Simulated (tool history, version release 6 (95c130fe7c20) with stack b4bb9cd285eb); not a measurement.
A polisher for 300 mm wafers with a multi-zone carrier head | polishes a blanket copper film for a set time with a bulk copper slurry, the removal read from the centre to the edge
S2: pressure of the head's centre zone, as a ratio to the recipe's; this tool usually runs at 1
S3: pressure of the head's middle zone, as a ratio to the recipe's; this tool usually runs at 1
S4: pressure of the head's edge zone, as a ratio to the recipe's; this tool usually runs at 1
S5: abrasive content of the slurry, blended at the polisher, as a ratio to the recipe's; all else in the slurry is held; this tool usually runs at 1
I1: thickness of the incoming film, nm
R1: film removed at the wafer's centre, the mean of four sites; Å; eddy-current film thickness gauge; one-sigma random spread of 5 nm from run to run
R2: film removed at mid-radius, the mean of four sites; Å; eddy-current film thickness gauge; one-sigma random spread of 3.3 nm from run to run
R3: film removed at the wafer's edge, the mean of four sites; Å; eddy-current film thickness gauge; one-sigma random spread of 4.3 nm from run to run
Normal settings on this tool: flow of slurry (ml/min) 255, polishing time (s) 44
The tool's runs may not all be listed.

Run 1, hour 0: usual settings; I1 1877.9. Result: R1 3199 Å, R2 3266 Å, R3 3345 Å.
Run 2, hour 52.4: usual settings but polishing time (s) 53; I1 1879.2. Result: R1 3811 Å, R2 3919 Å, R3 3821 Å.
At hour 69: worn pad replaced by a new one.
Run 3, hour 77.4: usual settings but polishing time (s) 53; I1 1863.9. Result: R1 3840 Å, R2 3900 Å, R3 3819 Å.
Run 4, hour 109.4: usual settings but polishing time (s) 53; I1 1864.1. Result: R1 3790 Å, R2 3813 Å, R3 3822 Å.
Run 5, hour 154.5: usual settings; I1 1866.1. Result: R1 3109 Å, R2 3103 Å, R3 3191 Å.
Run 6, hour 223.3: usual settings but flow of slurry (ml/min) 305; I1 1875.8. Result: R1 3122 Å, R2 3154 Å, R3 3234 Å.
Run 7, hour 261.5: usual settings but flow of slurry (ml/min) 305; I1 1892.4. Result: R1 3163 Å, R2 3093 Å, R3 3120 Å.
At hour 282.1: edge zone pressure recalibrated.
At hour 288.2: slurry nozzle cleaned.
At hour 302.3: worn pad replaced by a new one.
Run 8, hour 333.4: usual settings but flow of slurry (ml/min) 300, S5 0.9; I1 1910.2. Result: R1 3336 Å, R2 3383 Å, R3 3306 Å.
At hour 339.2: centre zone pressure recalibrated.
At hour 341.2: carrier head's membrane replaced by a new one.
Run 9, hour 398.2: usual settings but flow of slurry (ml/min) 180; I1 1901.6. Result: R1 3166 Å, R2 3241 Å, R3 3217 Å.
Run 10, hour 447.1: usual settings but polishing time (s) 53; I1 1888.2. Result: R1 4103 Å, R2 4112 Å, R3 4043 Å.
Run 11, hour 475.6: usual settings but flow of slurry (ml/min) 180; I1 1888.1. Result: R1 3146 Å, R2 3217 Å, R3 3189 Å.
Run 12, hour 518.3: usual settings but S3 0.91, S5 1.15; I1 1923. Result: R1 3529 Å, R2 3222 Å, R3 3536 Å.
Run 13, hour 570.4: usual settings but flow of slurry (ml/min) 300, S5 0.9; I1 1907.9. Result: R1 3287 Å, R2 3330 Å, R3 3284 Å.

Run 14, settings as shown, results not yet in. Your forecast:
At hour 581.1: worn pad replaced by a new one.
Run 14, hour 635.9: usual settings but S4 1.04; I1 1893. Result: R1 ?, R2 ?, R3 ?.

Run 14 produced R1 3372 Å, R2 3355 Å, R3 3376 Å.
With no hidden state in the tool, this same run would have given R1 3422 Å, R2 3400 Å, R3 3410 Å.

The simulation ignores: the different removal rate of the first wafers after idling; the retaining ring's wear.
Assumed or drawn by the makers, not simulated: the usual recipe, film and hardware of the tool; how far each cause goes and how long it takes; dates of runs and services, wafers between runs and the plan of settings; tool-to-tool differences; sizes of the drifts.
